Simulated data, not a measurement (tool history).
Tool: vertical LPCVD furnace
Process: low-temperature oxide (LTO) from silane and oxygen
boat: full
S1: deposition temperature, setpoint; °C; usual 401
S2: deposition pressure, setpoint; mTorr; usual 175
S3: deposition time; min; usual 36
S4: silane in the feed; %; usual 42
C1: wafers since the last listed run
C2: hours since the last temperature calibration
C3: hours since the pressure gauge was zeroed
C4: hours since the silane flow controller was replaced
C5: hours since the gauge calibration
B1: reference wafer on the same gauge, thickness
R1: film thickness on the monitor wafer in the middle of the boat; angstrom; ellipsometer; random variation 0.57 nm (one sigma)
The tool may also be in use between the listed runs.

run	hour	S1	S2	S3	S4	C1	C2	C3	C4	C5	B1	R1
1	0	394	175	36	42	0	4162.3	1520.2	4588.7	520.2	281.08	2766.9
2	233	394	175	36	42	3328	4395.3	1753.2	4821.7	753.2	280.99	2772.8
3	303.1	401	175	36	46	1001	4465.4	1823.3	4891.8	823.3	280.98	3296.5
4	403.9	401	175	36	42	1439	4566.2	1924.1	4992.6	924.1	281.05	3009.2
5	480.5	401	175	36	42	1094	4642.8	2000.7	5069.2	1000.7	280.92	3015.3
# hour 531.5: silane flow controller replaced
# hour 536.3: pressure gauge zeroed
6	575	401	175	36	42	938	4737.3	38.7	43.5	1095.2	281.05	2984.8
7	618.8	401	175	36	42	625	4781.1	82.5	87.3	1139	280.89	2984.6
8	693.2	398	175	36	42	1062	4855.5	156.9	161.7	1213.4	281.1	2896.5
# hour 719.5: gauge calibrated
9	793.3	404	205	29.5	50	1429	4955.6	257	261.8	73.8	280.88	3480
# hour 858.6: thermocouples replaced and temperature profile calibrated
10	859.1	401	145	27.5	48	597	0.5	322.8	327.6	139.6	280.95	2073
11	902.4	401	160	31	42	618	43.8	366.1	370.9	182.9	280.79	2251.3
12	1009.8	405	190	36	42	1534	151.2	473.5	478.3	290.3	281.08	3247.5
13	1088.4	404	205	29.5	50	1122	229.8	552.1	556.9	368.9	281.01	3370.5
14	1170.6	393	175	44.5	42	1174	312	634.3	639.1	451.1	281.02	3247.7

Measured less the same run without the tool's hidden state. The same run-to-run variation is in both; the gauge's scatter may not be:
The hidden state here: true tube temperature minus thermocouple reading, K; true pressure minus gauge reading, mTorr; deviation of the silane flow from its setpoint, %; gauge reads high (%).
run	R1
1	+126.5
2	+138.9
3	+162.1
4	+157.8
5	+162.8
6	+131.1
7	+132.2
8	+131.7
9	+147.9
10	+8.7
11	+10.2
12	+17.4
13	+19.8
14	+25.1
